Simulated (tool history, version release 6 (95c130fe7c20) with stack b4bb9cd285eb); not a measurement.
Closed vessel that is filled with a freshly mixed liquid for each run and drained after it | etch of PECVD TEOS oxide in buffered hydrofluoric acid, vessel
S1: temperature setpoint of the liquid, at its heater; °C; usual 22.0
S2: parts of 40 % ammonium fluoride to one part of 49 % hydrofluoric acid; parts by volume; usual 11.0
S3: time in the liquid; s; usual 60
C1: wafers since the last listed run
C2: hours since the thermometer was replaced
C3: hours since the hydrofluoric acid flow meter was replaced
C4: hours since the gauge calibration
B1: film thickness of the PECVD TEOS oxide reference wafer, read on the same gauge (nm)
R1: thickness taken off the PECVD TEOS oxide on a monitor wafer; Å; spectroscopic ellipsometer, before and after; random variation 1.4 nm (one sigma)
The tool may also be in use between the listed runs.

run 1 hour=0.0 | S1=22.0 S2=11.0 S3=60 | C1=0 C2=614.3 C3=456.9 C4=135.5 | B1=69.97 | R1=1406.8
run 2 hour=52.9 | S1=22.0 S2=11.0 S3=60 | C1=5279 C2=667.2 C3=509.8 C4=188.4 | B1=70.03 | R1=1378.4
run 3 hour=90.3 | S1=22.0 S2=11.0 S3=60 | C1=3732 C2=704.6 C3=547.2 C4=225.8 | B1=69.99 | R1=1407.8
run 4 hour=217.4 | S1=22.0 S2=11.0 S3=60 | C1=12684 C2=831.7 C3=674.3 C4=352.9 | B1=69.97 | R1=1368.1
run 5 hour=272.2 | S1=22.0 S2=13.0 S3=60 | C1=5469 C2=886.5 C3=729.1 C4=407.7 | B1=69.95 | R1=1174.4
run 6 hour=468.3 | S1=22.0 S2=13.0 S3=60 | C1=19571 C2=1082.6 C3=925.2 C4=603.8 | B1=70.05 | R1=1153.8
run 7 hour=495.2 | S1=22.0 S2=13.0 S3=60 | C1=2684 C2=1109.5 C3=952.1 C4=630.7 | B1=70.01 | R1=1148.8
-- hour=542.0 hydrofluoric acid flow meter replaced
run 8 hour=558.2 | S1=22.0 S2=11.0 S3=60 | C1=6187 C2=1172.5 C3=16.2 C4=693.7 | B1=69.98 | R1=1277.5
run 9 hour=615.4 | S1=22.0 S2=11.0 S3=60 | C1=5708 C2=1229.7 C3=73.4 C4=750.9 | B1=70.01 | R1=1267.3
-- hour=631.7 thermometer replaced
run 10 hour=641.6 | S1=25.5 S2=9.0 S3=85 | C1=2515 C2=9.9 C3=99.6 C4=777.1 | B1=70.02 | R1=2644.3
run 11 hour=672.5 | S1=17.5 S2=11.0 S3=80 | C1=3083 C2=40.8 C3=130.5 C4=808.0 | B1=70.01 | R1=1302.6
run 12 hour=728.5 | S1=22.0 S2=11.0 S3=85 | C1=5588 C2=96.8 C3=186.5 C4=864.0 | B1=69.93 | R1=1773.0
run 13 hour=783.3 | S1=22.0 S2=11.0 S3=60 | C1=5469 C2=151.6 C3=241.3 C4=918.8 | B1=69.95 | R1=1230.8
-- hour=818.1 hydrofluoric acid flow meter replaced, repeated, since the last time left the tool worse
-- hour=905.4 gauge calibrated
run 14 hour=996.7 | S1=26.5 S2=9.0 S3=85 | C1=21197 C2=365.0 C3=178.6 C4=91.3 | B1=69.99 | R1=3009.6
run 15 hour=1045.0 | S1=22.0 S2=11.0 S3=60 | C1=4820 C2=413.3 C3=226.9 C4=139.6 | B1=70.02 | R1=1411.9
run 16 hour=1070.3 | S1=18.5 S2=15.0 S3=80 | C1=2524 C2=438.6 C3=252.2 C4=164.9 | B1=69.95 | R1=1150.2
run 17 hour=1098.4 | S1=17.5 S2=14.5 S3=60 | C1=2804 C2=466.7 C3=280.3 C4=193.0 | B1=70.00 | R1=834.3
run 18 hour=1123.0 | S1=24.5 S2=11.0 S3=60 | C1=2455 C2=491.3 C3=304.9 C4=217.6 | B1=69.95 | R1=1634.6
run 19 hour=1162.8 | S1=18.5 S2=12.5 S3=85 | C1=3972 C2=531.1 C3=344.7 C4=257.4 | B1=69.99 | R1=1447.7

Forecast each of these 3 alternatives for the next run:
run A hour=1163.5 | S1=22.0 S2=11.0 S3=60 | C1=69 C2=531.8 C3=345.4 C4=258.1 | B1=? | R1=?
run B hour=1163.5 | S1=18.5 S2=14.5 S3=60 | C1=69 C2=531.8 C3=345.4 C4=258.1 | B1=? | R1=?
run C hour=1163.5 | S1=19.5 S2=11.0 S3=35 | C1=69 C2=531.8 C3=345.4 C4=258.1 | B1=? | R1=?

run=A B1=70.03 R1=1423.2
run=B B1=70.03 R1=892.5
run=C B1=70.03 R1=722.2
Without the tool's hidden state the same runs would have given:
run=A R1=1475.5
run=B R1=925.6
run=C R1=748.8
